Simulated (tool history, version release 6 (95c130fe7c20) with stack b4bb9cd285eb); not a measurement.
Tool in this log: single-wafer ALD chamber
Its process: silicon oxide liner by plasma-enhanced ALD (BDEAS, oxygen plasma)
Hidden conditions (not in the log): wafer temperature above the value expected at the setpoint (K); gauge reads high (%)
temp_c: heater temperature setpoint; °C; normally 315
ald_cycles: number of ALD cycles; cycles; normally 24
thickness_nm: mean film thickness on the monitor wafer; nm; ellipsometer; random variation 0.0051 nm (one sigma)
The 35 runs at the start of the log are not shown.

run	day	temp_c	ald_cycles	wafers since the last listed run	hours since the last thermocouple change	hours since the gauge calibration	read-back reference wafer on the same gauge, thickness_nm	thickness_nm
36	35.117	315	24	114	111.7	161.1	2.170	2.056
37	35.829	315	24	151	128.8	178.2	2.169	2.040
38	36.879	315	24	223	154.0	203.4	2.170	2.040
39	37.904	310	24	218	178.6	228.0	2.169	2.057
40	38.971	311	28	227	204.2	253.6	2.170	2.396
41	40.204	315	24	262	233.8	283.2	2.169	2.048
42	41.454	320	19	266	263.8	313.2	2.169	1.607
43	42.088	306	28	135	279.0	328.4	2.170	2.418
44	42.596	315	24	108	291.2	340.6	2.171	2.048
45	43.967	315	24	292	324.1	373.5	2.171	2.049
46	45.379	301	23	301	358.0	407.4	2.171	1.999

Alternative continuations, all from the tool just after run 46; predict every row:
A	45.396	315	24	3	358.4	407.8	?	?
B	45.396	309	21	3	358.4	407.8	?	?
C	45.396	327	28	3	358.4	407.8	?	?
D	45.396	328	27	3	358.4	407.8	?	?
E	45.396	325	26	3	358.4	407.8	?	?

run	read-back reference wafer on the same gauge, thickness_nm	thickness_nm
A	2.169	2.046
B	2.169	1.806
C	2.169	2.346
D	2.169	2.259
E	2.169	2.184
With no hidden state in the tool, these same runs would have given:
run	thickness_nm
A	2.041
B	1.802
C	2.340
D	2.253
E	2.179
